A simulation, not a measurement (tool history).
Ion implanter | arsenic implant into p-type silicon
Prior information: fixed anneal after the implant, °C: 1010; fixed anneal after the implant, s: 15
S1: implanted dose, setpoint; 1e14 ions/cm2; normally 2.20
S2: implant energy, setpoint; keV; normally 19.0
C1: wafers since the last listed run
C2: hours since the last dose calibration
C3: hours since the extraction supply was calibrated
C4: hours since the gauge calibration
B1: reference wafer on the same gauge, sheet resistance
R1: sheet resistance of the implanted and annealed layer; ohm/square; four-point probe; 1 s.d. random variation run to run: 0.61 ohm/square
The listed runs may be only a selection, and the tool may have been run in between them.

| run | hour | S1 | S2 | C1 | C2 | C3 | C4 | B1 | R1 |
|---|---|---|---|---|---|---|---|---|---|
| 1 | 0.0 | 2.20 | 19.0 | 0 | 1910.3 | 3492.9 | 104.8 | 398.93 | 416.26 |
| 2 | 6.4 | 2.20 | 19.0 | 116 | 1916.7 | 3499.3 | 111.2 | 399.05 | 415.66 |
| 3 | 15.2 | 1.72 | 19.0 | 160 | 1925.5 | 3508.1 | 120.0 | 398.97 | 499.74 |
| 4 | 31.0 | 1.72 | 19.0 | 288 | 1941.3 | 3523.9 | 135.8 | 398.97 | 499.22 |
| 5 | 41.4 | 2.47 | 19.0 | 190 | 1951.7 | 3534.3 | 146.2 | 398.97 | 381.49 |
| 6 | 52.0 | 2.47 | 19.0 | 193 | 1962.3 | 3544.9 | 156.8 | 398.85 | 381.04 |
| 7 | 63.6 | 2.00 | 19.0 | 211 | 1973.9 | 3556.5 | 168.4 | 398.96 | 446.17 |
| 8 | 80.3 | 2.00 | 19.0 | 305 | 1990.6 | 3573.2 | 185.1 | 399.03 | 447.28 |
| 9 | 97.4 | 2.20 | 19.0 | 312 | 2007.7 | 3590.3 | 202.2 | 398.99 | 415.55 |
| 10 | 114.2 | 2.20 | 19.0 | 307 | 2024.5 | 3607.1 | 219.0 | 399.01 | 417.22 |
|  | 123.4 | gauge calibrated |
| 11 | 130.2 | 2.20 | 19.0 | 292 | 2040.5 | 3623.1 | 6.8 | 399.07 | 416.30 |
| 12 | 148.1 | 2.20 | 19.0 | 327 | 2058.4 | 3641.0 | 24.7 | 399.00 | 417.16 |
| 13 | 161.5 | 1.90 | 19.0 | 244 | 2071.8 | 3654.4 | 38.1 | 399.06 | 465.94 |
| 14 | 175.6 | 1.90 | 19.0 | 257 | 2085.9 | 3668.5 | 52.2 | 399.07 | 464.96 |
| 15 | 189.9 | 1.90 | 19.0 | 261 | 2100.2 | 3682.8 | 66.5 | 398.95 | 465.36 |
| 16 | 198.5 | 2.47 | 19.0 | 157 | 2108.8 | 3691.4 | 75.1 | 399.17 | 382.17 |
| 17 | 215.1 | 2.40 | 22.0 | 303 | 2125.4 | 3708.0 | 91.7 | 399.12 | 383.50 |
| 18 | 225.3 | 2.79 | 22.5 | 186 | 2135.6 | 3718.2 | 101.9 | 399.05 | 341.49 |
|  | 246.0 | Faraday cup replaced and dose calibrated |
| 19 | 246.5 | 2.20 | 19.0 | 241 | 0.5 | 3739.4 | 123.1 | 398.99 | 385.71 |
|  | 265.2 | extraction supply calibrated |
| 20 | 265.7 | 2.54 | 19.0 | 204 | 19.7 | 0.5 | 142.3 | 399.04 | 345.85 |
| 21 | 266.9 | 2.20 | 21.5 | 21 | 20.9 | 1.7 | 143.5 | 399.01 | 379.01 |
| 22 | 278.4 | 1.63 | 25.0 | 210 | 32.4 | 13.2 | 155.0 | 398.93 | 463.88 |
| 23 | 293.6 | 1.60 | 12.5 | 277 | 47.6 | 28.4 | 170.2 | 399.14 | 516.91 |
| 24 | 305.6 | 2.20 | 15.0 | 219 | 59.6 | 40.4 | 182.2 | 398.99 | 397.36 |
| 25 | 314.1 | 1.72 | 19.0 | 155 | 68.1 | 48.9 | 190.7 | 399.06 | 464.40 |
|  | 327.1 | Faraday cup replaced and dose calibrated, repeated, since the last time left the tool worse |
| 26 | 329.4 | 1.90 | 19.0 | 133 | 2.3 | 64.2 | 206.0 | 398.96 | 452.34 |
| 27 | 336.8 | 2.52 | 16.0 | 135 | 9.7 | 71.6 | 213.4 | 398.93 | 373.03 |
| 28 | 353.8 | 2.00 | 12.5 | 310 | 26.7 | 88.6 | 230.4 | 398.96 | 458.45 |
|  | 359.8 | gauge calibrated |
| 29 | 368.7 | 1.75 | 23.0 | 272 | 41.6 | 103.5 | 8.9 | 399.12 | 467.03 |
| 30 | 382.1 | 2.79 | 22.5 | 244 | 55.0 | 116.9 | 22.3 | 398.86 | 330.31 |
| 31 | 399.6 | 2.50 | 16.5 | 319 | 72.5 | 134.4 | 39.8 | 398.95 | 373.82 |

Hidden state, per run?
deviation of the true energy from its setpoint, %: 0 across all the runs
gauge reads high (%): 0 across all the runs
H1: deviation of the true dose from the Faraday cup's reading, %
| run | H1 |
|---|---|
| 1 | -3.84 |
| 2 | -3.85 |
| 3 | -3.87 |
| 4 | -3.9 |
| 5 | -3.92 |
| 6 | -3.94 |
| 7 | -3.96 |
| 8 | -3.99 |
| 9 | -4.02 |
| 10 | -4.05 |
| 11 | -4.08 |
| 12 | -4.11 |
| 13 | -4.13 |
| 14 | -4.16 |
| 15 | -4.18 |
| 16 | -4.2 |
| 17 | -4.23 |
| 18 | -4.25 |
| 19 | 6.5 |
| 20 | 6.47 |
| 21 | 6.47 |
| 22 | 6.44 |
| 23 | 6.42 |
| 24 | 6.4 |
| 25 | 6.38 |
| 26 | -0.0398 |
| 27 | -0.053 |
| 28 | -0.0834 |
| 29 | -0.11 |
| 30 | -0.134 |
| 31 | -0.165 |

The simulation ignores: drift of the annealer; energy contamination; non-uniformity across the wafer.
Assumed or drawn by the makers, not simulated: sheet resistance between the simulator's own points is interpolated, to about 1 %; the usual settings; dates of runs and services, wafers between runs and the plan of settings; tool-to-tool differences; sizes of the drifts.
